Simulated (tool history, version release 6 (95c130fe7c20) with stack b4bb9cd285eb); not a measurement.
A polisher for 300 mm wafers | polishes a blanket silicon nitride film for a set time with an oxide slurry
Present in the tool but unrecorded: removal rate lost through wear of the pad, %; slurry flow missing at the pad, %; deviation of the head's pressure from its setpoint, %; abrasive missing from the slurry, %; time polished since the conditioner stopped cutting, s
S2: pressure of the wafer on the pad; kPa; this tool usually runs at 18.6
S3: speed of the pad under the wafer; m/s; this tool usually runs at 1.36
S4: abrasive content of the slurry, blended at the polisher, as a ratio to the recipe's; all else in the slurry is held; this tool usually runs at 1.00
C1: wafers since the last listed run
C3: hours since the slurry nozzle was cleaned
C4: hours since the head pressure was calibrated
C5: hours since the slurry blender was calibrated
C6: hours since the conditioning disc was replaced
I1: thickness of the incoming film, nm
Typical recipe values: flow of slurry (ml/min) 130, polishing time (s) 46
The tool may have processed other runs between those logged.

run 1 hour=0.0 | flow_of_slurry_(ml/min)=130 S2=18.6 S3=1.04 S4=1.00 polishing_time_(s)=46 | C1=0 wafers_polished_on_this_pad=456 C3=342.1 C4=498.2 C5=132.7 C6=65.5 | I1=285.3 | film_removed_(angstrom)=232
run 2 hour=29.5 | flow_of_slurry_(ml/min)=130 S2=18.6 S3=1.04 S4=1.00 polishing_time_(s)=46 | C1=273 wafers_polished_on_this_pad=729 C3=371.6 C4=527.7 C5=162.2 C6=95.0 | I1=289.6 | film_removed_(angstrom)=231
-- hour=47.8 slurry nozzle cleaned
run 3 hour=60.5 | flow_of_slurry_(ml/min)=130 S2=18.6 S3=1.36 S4=1.00 polishing_time_(s)=46 | C1=277 wafers_polished_on_this_pad=1007 C3=12.7 C4=558.7 C5=193.2 C6=126.0 | I1=286.2 | film_removed_(angstrom)=279
-- hour=68.5 conditioning disc replaced and pad reconditioned
run 4 hour=92.9 | flow_of_slurry_(ml/min)=130 S2=18.6 S3=1.36 S4=1.00 polishing_time_(s)=46 | C1=281 wafers_polished_on_this_pad=1288 C3=45.1 C4=591.1 C5=225.6 C6=24.4 | I1=288.0 | film_removed_(angstrom)=275
-- hour=100.8 worn pad replaced by a new one
run 5 hour=108.1 | flow_of_slurry_(ml/min)=130 S2=18.6 S3=1.36 S4=1.00 polishing_time_(s)=46 | C1=103 wafers_polished_on_this_pad=67 C3=60.3 C4=606.3 C5=240.8 C6=39.6 | I1=291.4 | film_removed_(angstrom)=274
run 6 hour=128.2 | flow_of_slurry_(ml/min)=130 S2=18.6 S3=1.36 S4=1.00 polishing_time_(s)=46 | C1=186 wafers_polished_on_this_pad=253 C3=80.4 C4=626.4 C5=260.9 C6=59.7 | I1=289.1 | film_removed_(angstrom)=277
run 7 hour=155.0 | flow_of_slurry_(ml/min)=130 S2=18.6 S3=1.36 S4=1.00 polishing_time_(s)=46 | C1=248 wafers_polished_on_this_pad=501 C3=107.2 C4=653.2 C5=287.7 C6=86.5 | I1=289.6 | film_removed_(angstrom)=281
-- hour=157.4 head pressure recalibrated
run 8 hour=172.2 | flow_of_slurry_(ml/min)=130 S2=18.6 S3=1.36 S4=1.00 polishing_time_(s)=46 | C1=140 wafers_polished_on_this_pad=642 C3=124.4 C4=14.8 C5=304.9 C6=103.7 | I1=291.6 | film_removed_(angstrom)=256
-- hour=206.4 slurry blender recalibrated
run 9 hour=206.9 | flow_of_slurry_(ml/min)=130 S2=18.6 S3=1.36 S4=1.00 polishing_time_(s)=46 | C1=302 wafers_polished_on_this_pad=945 C3=159.1 C4=49.5 C5=0.5 C6=138.4 | I1=290.6 | film_removed_(angstrom)=265
-- hour=212.8 conditioning disc replaced and pad reconditioned
run 10 hour=219.8 | flow_of_slurry_(ml/min)=130 S2=18.6 S3=1.36 S4=1.00 polishing_time_(s)=46 | C1=100 wafers_polished_on_this_pad=1046 C3=172.0 C4=62.4 C5=13.4 C6=7.0 | I1=286.4 | film_removed_(angstrom)=270
-- hour=234.5 worn pad replaced by a new one
run 11 hour=241.8 | flow_of_slurry_(ml/min)=165 S2=18.6 S3=1.64 S4=1.00 polishing_time_(s)=46 | C1=166 wafers_polished_on_this_pad=67 C3=194.0 C4=84.4 C5=35.4 C6=29.0 | I1=292.4 | film_removed_(angstrom)=318
run 12 hour=272.3 | flow_of_slurry_(ml/min)=130 S2=23.4 S3=1.60 S4=0.85 polishing_time_(s)=46 | C1=282 wafers_polished_on_this_pad=350 C3=224.5 C4=114.9 C5=65.9 C6=59.5 | I1=291.1 | film_removed_(angstrom)=342
run 13 hour=285.8 | flow_of_slurry_(ml/min)=130 S2=14.5 S3=0.92 S4=1.00 polishing_time_(s)=38 | C1=125 wafers_polished_on_this_pad=475 C3=238.0 C4=128.4 C5=79.4 C6=73.0 | I1=295.5 | film_removed_(angstrom)=132
run 14 hour=316.4 | flow_of_slurry_(ml/min)=120 S2=20.7 S3=1.24 S4=1.00 polishing_time_(s)=46 | C1=283 wafers_polished_on_this_pad=758 C3=268.6 C4=159.0 C5=110.0 C6=103.6 | I1=290.6 | film_removed_(angstrom)=277
-- hour=342.4 conditioning disc replaced and pad reconditioned
run 15 hour=351.0 | flow_of_slurry_(ml/min)=175 S2=13.1 S3=1.36 S4=0.75 polishing_time_(s)=46 | C1=301 wafers_polished_on_this_pad=1060 C3=303.2 C4=193.6 C5=144.6 C6=8.6 | I1=292.5 | film_removed_(angstrom)=188
-- hour=383.2 worn pad replaced by a new one
run 16 hour=383.7 | flow_of_slurry_(ml/min)=130 S2=23.4 S3=1.36 S4=1.00 polishing_time_(s)=40 | C1=265 wafers_polished_on_this_pad=4 C3=335.9 C4=226.3 C5=177.3 C6=41.3 | I1=293.9 | film_removed_(angstrom)=290
-- hour=392.4 slurry nozzle cleaned
run 17 hour=395.3 | flow_of_slurry_(ml/min)=170 S2=18.6 S3=1.36 S4=1.00 polishing_time_(s)=46 | C1=98 wafers_polished_on_this_pad=102 C3=2.9 C4=237.9 C5=188.9 C6=52.9 | I1=287.3 | film_removed_(angstrom)=285
run 18 hour=415.0 | flow_of_slurry_(ml/min)=130 S2=18.6 S3=1.36 S4=0.85 polishing_time_(s)=58 | C1=182 wafers_polished_on_this_pad=285 C3=22.6 C4=257.6 C5=208.6 C6=72.6 | I1=292.5 | film_removed_(angstrom)=334
run 19 hour=442.3 | flow_of_slurry_(ml/min)=130 S2=18.6 S3=1.36 S4=1.00 polishing_time_(s)=46 | C1=252 wafers_polished_on_this_pad=538 C3=49.9 C4=284.9 C5=235.9 C6=99.9 | I1=290.7 | film_removed_(angstrom)=282
-- hour=461.3 conditioning disc replaced and pad reconditioned
run 20 hour=467.4 | flow_of_slurry_(ml/min)=130 S2=18.6 S3=1.36 S4=0.75 polishing_time_(s)=46 | C1=213 wafers_polished_on_this_pad=751 C3=75.0 C4=310.0 C5=261.0 C6=6.1 | I1=284.9 | film_removed_(angstrom)=243
run 21 hour=490.6 | flow_of_slurry_(ml/min)=165 S2=24.1 S3=1.14 S4=0.80 polishing_time_(s)=46 | C1=214 wafers_polished_on_this_pad=966 C3=98.2 C4=333.2 C5=284.2 C6=29.3 | I1=288.2 | film_removed_(angstrom)=298
-- hour=504.4 slurry blender recalibrated
run 22 hour=515.6 | flow_of_slurry_(ml/min)=165 S2=18.6 S3=1.10 S4=1.00 polishing_time_(s)=46 | C1=212 wafers_polished_on_this_pad=1179 C3=123.2 C4=358.2 C5=11.2 C6=54.3 | I1=293.6 | film_removed_(angstrom)=250
-- hour=525.9 worn pad replaced by a new one
run 23 hour=531.5 | flow_of_slurry_(ml/min)=130 S2=18.6 S3=1.36 S4=1.00 polishing_time_(s)=46 | C1=110 wafers_polished_on_this_pad=51 C3=139.1 C4=374.1 C5=27.1 C6=70.2 | I1=293.9 | film_removed_(angstrom)=281

Estimate the outcome of run 24 from the log above:
run 24 hour=566.7 | flow_of_slurry_(ml/min)=130 S2=18.6 S3=1.36 S4=1.00 polishing_time_(s)=46 | C1=325 wafers_polished_on_this_pad=377 C3=174.3 C4=409.3 C5=62.3 C6=105.4 | I1=290.2 | film_removed_(angstrom)=?

film removed (angstrom): 275
Without the tool's hidden state the same run would have given film removed (angstrom) 249.
